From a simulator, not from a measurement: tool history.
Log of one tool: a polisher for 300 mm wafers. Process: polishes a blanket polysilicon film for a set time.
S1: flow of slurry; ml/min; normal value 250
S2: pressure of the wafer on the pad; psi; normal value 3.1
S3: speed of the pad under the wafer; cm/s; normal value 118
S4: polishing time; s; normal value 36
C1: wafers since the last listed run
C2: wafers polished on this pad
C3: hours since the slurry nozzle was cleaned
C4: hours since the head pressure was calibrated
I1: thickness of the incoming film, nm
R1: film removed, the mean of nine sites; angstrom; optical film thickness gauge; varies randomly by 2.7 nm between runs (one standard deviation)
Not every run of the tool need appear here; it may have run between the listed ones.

{"run": 1, "hour": 0.0, "S1": 250, "S2": 3.1, "S3": 118, "S4": 36, "C1": 0, "C2": 4056, "C3": 151.3, "C4": 1015.1, "I1": 1460.3, "R1": 3459}
{"hour": 48.2, "done": "worn pad replaced by a new one"}
{"run": 2, "hour": 48.7, "S1": 310, "S2": 3.1, "S3": 118, "S4": 36, "C1": 430, "C2": 4, "C3": 200.0, "C4": 1063.8, "I1": 1455.7, "R1": 3693}
{"hour": 97.8, "done": "head pressure recalibrated"}
{"run": 3, "hour": 240.1, "S1": 270, "S2": 3.1, "S3": 118, "S4": 36, "C1": 1822, "C2": 1827, "C3": 391.4, "C4": 142.3, "I1": 1449.3, "R1": 3640}
{"hour": 324.7, "done": "slurry nozzle cleaned"}
{"run": 4, "hour": 329.8, "S1": 250, "S2": 3.1, "S3": 118, "S4": 36, "C1": 853, "C2": 2680, "C3": 5.1, "C4": 232.0, "I1": 1442.5, "R1": 3572}
{"hour": 560.9, "done": "worn pad replaced by a new one"}
{"run": 5, "hour": 602.7, "S1": 250, "S2": 3.1, "S3": 118, "S4": 36, "C1": 2587, "C2": 402, "C3": 278.0, "C4": 504.9, "I1": 1473.8, "R1": 3630}
{"run": 6, "hour": 648.2, "S1": 250, "S2": 3.1, "S3": 118, "S4": 36, "C1": 437, "C2": 840, "C3": 323.5, "C4": 550.4, "I1": 1458.3, "R1": 3575}
{"run": 7, "hour": 721.0, "S1": 250, "S2": 3.1, "S3": 118, "S4": 36, "C1": 700, "C2": 1540, "C3": 396.3, "C4": 623.2, "I1": 1445.8, "R1": 3577}
{"run": 8, "hour": 825.6, "S1": 250, "S2": 3.1, "S3": 118, "S4": 36, "C1": 1006, "C2": 2547, "C3": 500.9, "C4": 727.8, "I1": 1460.1, "R1": 3528}
{"run": 9, "hour": 862.1, "S1": 250, "S2": 3.1, "S3": 118, "S4": 36, "C1": 351, "C2": 2898, "C3": 537.4, "C4": 764.3, "I1": 1464.9, "R1": 3489}
{"hour": 935.8, "done": "slurry nozzle cleaned"}
{"run": 10, "hour": 964.4, "S1": 250, "S2": 3.1, "S3": 118, "S4": 36, "C1": 974, "C2": 3873, "C3": 28.6, "C4": 866.6, "I1": 1471.8, "R1": 3490}
{"run": 11, "hour": 1037.9, "S1": 250, "S2": 3.6, "S3": 118, "S4": 36, "C1": 707, "C2": 4580, "C3": 102.1, "C4": 940.1, "I1": 1455.4, "R1": 4097}
{"hour": 1110.1, "done": "head pressure recalibrated"}
{"hour": 1133.5, "done": "worn pad replaced by a new one"}
{"run": 12, "hour": 1134.0, "S1": 250, "S2": 3.1, "S3": 118, "S4": 36, "C1": 867, "C2": 4, "C3": 198.2, "C4": 23.9, "I1": 1480.1, "R1": 3787}
{"run": 13, "hour": 1216.5, "S1": 250, "S2": 3.1, "S3": 118, "S4": 36, "C1": 793, "C2": 798, "C3": 280.7, "C4": 106.4, "I1": 1479.5, "R1": 3676}
{"run": 14, "hour": 1261.3, "S1": 250, "S2": 3.1, "S3": 118, "S4": 36, "C1": 431, "C2": 1229, "C3": 325.5, "C4": 151.2, "I1": 1461.5, "R1": 3620}
{"run": 15, "hour": 1340.2, "S1": 250, "S2": 3.7, "S3": 118, "S4": 36, "C1": 759, "C2": 1988, "C3": 404.4, "C4": 230.1, "I1": 1469.9, "R1": 4310}
{"run": 16, "hour": 1379.2, "S1": 250, "S2": 3.1, "S3": 118, "S4": 36, "C1": 375, "C2": 2363, "C3": 443.4, "C4": 269.1, "I1": 1444.5, "R1": 3583}
{"hour": 1423.3, "done": "slurry nozzle cleaned"}
{"run": 17, "hour": 1485.6, "S1": 250, "S2": 3.1, "S3": 118, "S4": 36, "C1": 1014, "C2": 3378, "C3": 62.3, "C4": 375.5, "I1": 1460.3, "R1": 3517}
{"run": 18, "hour": 1534.9, "S1": 325, "S2": 3.1, "S3": 138, "S4": 32, "C1": 474, "C2": 3852, "C3": 111.6, "C4": 424.8, "I1": 1442.6, "R1": 3728}
{"run": 19, "hour": 1610.4, "S1": 170, "S2": 2.4, "S3": 138, "S4": 26, "C1": 726, "C2": 4579, "C3": 187.1, "C4": 500.3, "I1": 1454.3, "R1": 2227}
{"run": 20, "hour": 1675.9, "S1": 250, "S2": 3.1, "S3": 118, "S4": 36, "C1": 630, "C2": 5209, "C3": 252.6, "C4": 565.8, "I1": 1474.1, "R1": 3511}
{"hour": 1685.0, "done": "worn pad replaced by a new one"}
{"run": 21, "hour": 1745.9, "S1": 250, "S2": 3.7, "S3": 118, "S4": 36, "C1": 635, "C2": 586, "C3": 322.6, "C4": 635.8, "I1": 1463.4, "R1": 4293}
{"run": 22, "hour": 1805.2, "S1": 250, "S2": 3.5, "S3": 118, "S4": 27, "C1": 570, "C2": 1156, "C3": 381.9, "C4": 695.1, "I1": 1457.0, "R1": 3039}
{"run": 23, "hour": 1857.1, "S1": 195, "S2": 2.7, "S3": 96, "S4": 23, "C1": 499, "C2": 1656, "C3": 433.8, "C4": 747.0, "I1": 1476.0, "R1": 1561}
{"hour": 1895.6, "done": "slurry nozzle cleaned"}
{"run": 24, "hour": 1935.2, "S1": 300, "S2": 2.5, "S3": 90, "S4": 41, "C1": 741, "C2": 2398, "C3": 39.6, "C4": 825.1, "I1": 1467.5, "R1": 2485}
{"run": 25, "hour": 1977.4, "S1": 250, "S2": 2.0, "S3": 118, "S4": 41, "C1": 406, "C2": 2804, "C3": 81.8, "C4": 867.3, "I1": 1446.9, "R1": 2584}
{"run": 26, "hour": 2047.1, "S1": 250, "S2": 3.1, "S3": 118, "S4": 30, "C1": 670, "C2": 3475, "C3": 151.5, "C4": 937.0, "I1": 1448.6, "R1": 2908}
{"hour": 2103.2, "done": "head pressure recalibrated"}
{"run": 27, "hour": 2147.3, "S1": 330, "S2": 3.1, "S3": 118, "S4": 36, "C1": 944, "C2": 4420, "C3": 251.7, "C4": 44.1, "I1": 1465.1, "R1": 3582}
{"run": 28, "hour": 2208.6, "S1": 225, "S2": 3.1, "S3": 118, "S4": 36, "C1": 589, "C2": 5009, "C3": 313.0, "C4": 105.4, "I1": 1452.5, "R1": 3511}
{"hour": 2279.3, "done": "worn pad replaced by a new one"}
{"run": 29, "hour": 2286.0, "S1": 250, "S2": 3.1, "S3": 118, "S4": 36, "C1": 706, "C2": 64, "C3": 390.4, "C4": 182.8, "I1": 1439.5, "R1": 3749}
{"run": 30, "hour": 2337.0, "S1": 295, "S2": 3.5, "S3": 118, "S4": 43, "C1": 490, "C2": 555, "C3": 441.4, "C4": 233.8, "I1": 1459.6, "R1": 4987}
{"hour": 2423.3, "done": "slurry nozzle cleaned"}
{"run": 31, "hour": 2440.6, "S1": 280, "S2": 3.1, "S3": 118, "S4": 36, "C1": 987, "C2": 1542, "C3": 17.3, "C4": 337.4, "I1": 1455.5, "R1": 3616}
{"run": 32, "hour": 2523.7, "S1": 220, "S2": 3.8, "S3": 118, "S4": 47, "C1": 799, "C2": 2342, "C3": 100.4, "C4": 420.5, "I1": 1478.5, "R1": 5672}
{"run": 33, "hour": 2615.9, "S1": 250, "S2": 3.1, "S3": 118, "S4": 36, "C1": 887, "C2": 3229, "C3": 192.6, "C4": 512.7, "I1": 1457.7, "R1": 3504}
{"run": 34, "hour": 2719.8, "S1": 250, "S2": 3.1, "S3": 118, "S4": 46, "C1": 999, "C2": 4229, "C3": 296.5, "C4": 616.6, "I1": 1463.0, "R1": 4485}

Forecast each of these 5 alternatives for the next run:
{"run": "A", "hour": 2720.2, "S1": 250, "S2": 3.1, "S3": 118, "S4": 36, "C1": 3, "C2": 4233, "C3": 296.9, "C4": 617.0, "I1": 1450.3, "R1": "?"}
{"run": "B", "hour": 2720.2, "S1": 250, "S2": 2.3, "S3": 118, "S4": 46, "C1": 3, "C2": 4233, "C3": 296.9, "C4": 617.0, "I1": 1450.3, "R1": "?"}
{"run": "C", "hour": 2720.2, "S1": 250, "S2": 2.2, "S3": 82, "S4": 36, "C1": 3, "C2": 4233, "C3": 296.9, "C4": 617.0, "I1": 1450.3, "R1": "?"}
{"run": "D", "hour": 2720.2, "S1": 200, "S2": 3.1, "S3": 148, "S4": 36, "C1": 3, "C2": 4233, "C3": 296.9, "C4": 617.0, "I1": 1450.3, "R1": "?"}
{"run": "E", "hour": 2720.2, "S1": 195, "S2": 3.1, "S3": 94, "S4": 36, "C1": 3, "C2": 4233, "C3": 296.9, "C4": 617.0, "I1": 1450.3, "R1": "?"}

run=A R1=3539
run=B R1=3355
run=C R1=1745
run=D R1=4365
run=E R1=2767
Take away the tool's hidden state, keep each run's random variation, and the runs would have read:
run=A R1=3795
run=B R1=3598
run=C R1=1872
run=D R1=4680
run=E R1=2967
